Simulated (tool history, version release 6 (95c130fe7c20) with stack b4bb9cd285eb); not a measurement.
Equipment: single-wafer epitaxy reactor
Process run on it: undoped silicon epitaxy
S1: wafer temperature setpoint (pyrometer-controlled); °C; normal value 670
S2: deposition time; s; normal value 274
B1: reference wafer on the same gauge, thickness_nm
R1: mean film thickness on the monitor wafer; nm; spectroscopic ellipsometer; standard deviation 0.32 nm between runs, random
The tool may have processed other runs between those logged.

| run | hour | S1 | S2 | B1 | R1 |
|---|---|---|---|---|---|
| 1 | 0.0 | 670 | 274 | 88.003 | 80.327 |
| 2 | 95.1 | 670 | 274 | 88.022 | 80.448 |
| 3 | 188.2 | 670 | 274 | 88.156 | 80.757 |
|  | 211.9 | pyrometer calibrated |
| 4 | 237.2 | 670 | 254 | 88.006 | 72.682 |
| 5 | 302.9 | 670 | 274 | 88.003 | 78.554 |
| 6 | 348.6 | 670 | 274 | 87.919 | 78.472 |
| 7 | 441.5 | 670 | 274 | 87.905 | 78.959 |
| 8 | 525.7 | 670 | 255 | 88.045 | 73.555 |
| 9 | 574.1 | 670 | 255 | 87.948 | 73.077 |
| 10 | 838.8 | 680 | 274 | 88.079 | 98.905 |
| 11 | 920.0 | 680 | 274 | 88.067 | 98.325 |
| 12 | 984.1 | 661 | 274 | 88.116 | 65.512 |
| 13 | 1046.1 | 661 | 274 | 88.035 | 65.809 |
| 14 | 1085.1 | 661 | 274 | 88.054 | 66.251 |
| 15 | 1134.5 | 660 | 274 | 88.085 | 64.811 |
| 16 | 1206.6 | 670 | 274 | 87.920 | 80.007 |
| 17 | 1255.8 | 675 | 274 | 87.923 | 89.772 |
|  | 1301.2 | pyrometer calibrated |
| 18 | 1351.7 | 675 | 274 | 87.977 | 87.515 |
| 19 | 1444.9 | 670 | 290 | 87.937 | 83.483 |
|  | 1492.4 | gauge calibrated |
| 20 | 1507.3 | 670 | 290 | 88.063 | 83.098 |
| 21 | 1581.3 | 670 | 290 | 87.986 | 82.896 |
| 22 | 1619.5 | 682 | 274 | 87.975 | 100.765 |
| 23 | 1703.5 | 684 | 311 | 87.944 | 119.725 |
| 24 | 1769.5 | 682 | 224 | 88.126 | 83.261 |
| 25 | 1822.0 | 661 | 274 | 87.826 | 65.277 |
| 26 | 1876.6 | 661 | 256 | 88.066 | 60.512 |
| 27 | 1960.1 | 670 | 274 | 87.967 | 79.717 |
| 28 | 2003.4 | 682 | 274 | 87.875 | 102.222 |
| 29 | 2047.3 | 658 | 274 | 88.103 | 60.976 |
| 30 | 2121.8 | 662 | 243 | 87.969 | 59.371 |
| 31 | 2173.5 | 670 | 274 | 87.999 | 80.055 |
| 32 | 2270.6 | 670 | 274 | 88.060 | 79.949 |
| 33 | 2340.2 | 659 | 274 | 87.931 | 63.670 |
| 34 | 2409.5 | 656 | 320 | 87.956 | 69.705 |
|  | 2425.2 | pyrometer calibrated |
| 35 | 2488.9 | 658 | 250 | 87.809 | 55.770 |
| 36 | 2575.0 | 679 | 274 | 87.914 | 95.485 |
| 37 | 2666.1 | 670 | 245 | 87.961 | 70.135 |
| 38 | 2737.0 | 683 | 274 | 88.055 | 104.645 |
| 39 | 2833.0 | 680 | 221 | 88.056 | 78.359 |
| 40 | 2927.6 | 670 | 274 | 87.952 | 79.089 |
| 41 | 2978.7 | 670 | 274 | 87.974 | 79.290 |
| 42 | 3031.2 | 659 | 291 | 88.042 | 66.323 |
| 43 | 3086.8 | 681 | 274 | 87.983 | 100.427 |
| 44 | 3164.3 | 678 | 223 | 88.118 | 77.252 |
| 45 | 3238.9 | 670 | 304 | 87.895 | 87.953 |

For each run, what was the tool's unlogged condition?
gauge reads high (%): 0, the same for each run
H1: wafer temperature above the value expected at the setpoint (K)
| run | H1 |
|---|---|
| 1 | 1.04 |
| 2 | 1.25 |
| 3 | 1.48 |
| 4 | 0.0336 |
| 5 | 0.0423 |
| 6 | 0.0541 |
| 7 | 0.0928 |
| 8 | 0.145 |
| 9 | 0.182 |
| 10 | 0.48 |
| 11 | 0.603 |
| 12 | 0.711 |
| 13 | 0.824 |
| 14 | 0.9 |
| 15 | 1 |
| 16 | 1.16 |
| 17 | 1.27 |
| 18 | -0.136 |
| 19 | -0.115 |
| 20 | -0.0905 |
| 21 | -0.0495 |
| 22 | -0.0235 |
| 23 | 0.0453 |
| 24 | 0.111 |
| 25 | 0.17 |
| 26 | 0.238 |
| 27 | 0.355 |
| 28 | 0.422 |
| 29 | 0.494 |
| 30 | 0.627 |
| 31 | 0.727 |
| 32 | 0.93 |
| 33 | 1.09 |
| 34 | 1.26 |
| 35 | 0.166 |
| 36 | 0.187 |
| 37 | 0.227 |
| 38 | 0.272 |
| 39 | 0.351 |
| 40 | 0.449 |
| 41 | 0.51 |
| 42 | 0.579 |
| 43 | 0.659 |
| 44 | 0.783 |
| 45 | 0.915 |
